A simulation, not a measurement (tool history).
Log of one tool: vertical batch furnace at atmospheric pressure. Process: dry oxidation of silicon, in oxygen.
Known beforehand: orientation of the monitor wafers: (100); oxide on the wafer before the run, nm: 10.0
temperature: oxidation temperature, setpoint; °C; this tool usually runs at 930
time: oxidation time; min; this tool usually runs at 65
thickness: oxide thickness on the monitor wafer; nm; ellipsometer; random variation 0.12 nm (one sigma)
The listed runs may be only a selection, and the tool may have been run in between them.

run,day,temperature,time,"read-back reference wafer on the same gauge, thickness",thickness
1,0,930,65,26.31,29.86
2,2.9,930,65,26.33,29.77
3,7.325,930,65,26.32,29.93
4,16.233,930,65,26.28,28.46
5,17.146,930,65,26.34,28.74
6,19.675,930,41,26.32,22.6
7,20.908,930,41,26.33,22.61
8,22.742,930,65,26.27,28.84
9,25.362,930,65,26.28,28.71
10,26.5,930,65,26.32,28.7
11,28.917,930,89.5,26.3,34.5
12,31.512,913,75,26.3,27.25
13,32.938,915,78,26.3,28.17
14,34.529,949,53,26.3,30.11
15,36.079,909,52.5,26.31,22.23
16,38.483,930,65,26.29,28.9
17,40.883,953,65,26.25,35.31
18,43.183,953,48,26.32,29.74
19,45.904,943,96.5,26.25,41.51

Removed from this log: 3 entries logged between the listed runs. Between which two listed runs does each belong, and how does the tool's hidden state at the listed run before it compare with that at the listed run after it?
From run 3 to run 4: thermocouples replaced and temperature profile calibrated (day 16.212)
  true tube temperature minus thermocouple reading, K: 4.93 -> 0.0151
  measured minus no-state result, thickness: +1.18 -> +0.01 nm
From run 7 to run 8: boat lift adjusted (day 22.033)
  true tube temperature minus thermocouple reading, K: 0.28 -> 0.384
  measured minus no-state result, thickness: +0.04 -> +0.09 nm
From run 8 to run 9: gauge calibrated (day 23.138)
  true tube temperature minus thermocouple reading, K: 0.384 -> 0.532
  measured minus no-state result, thickness: +0.09 -> +0.12 nm
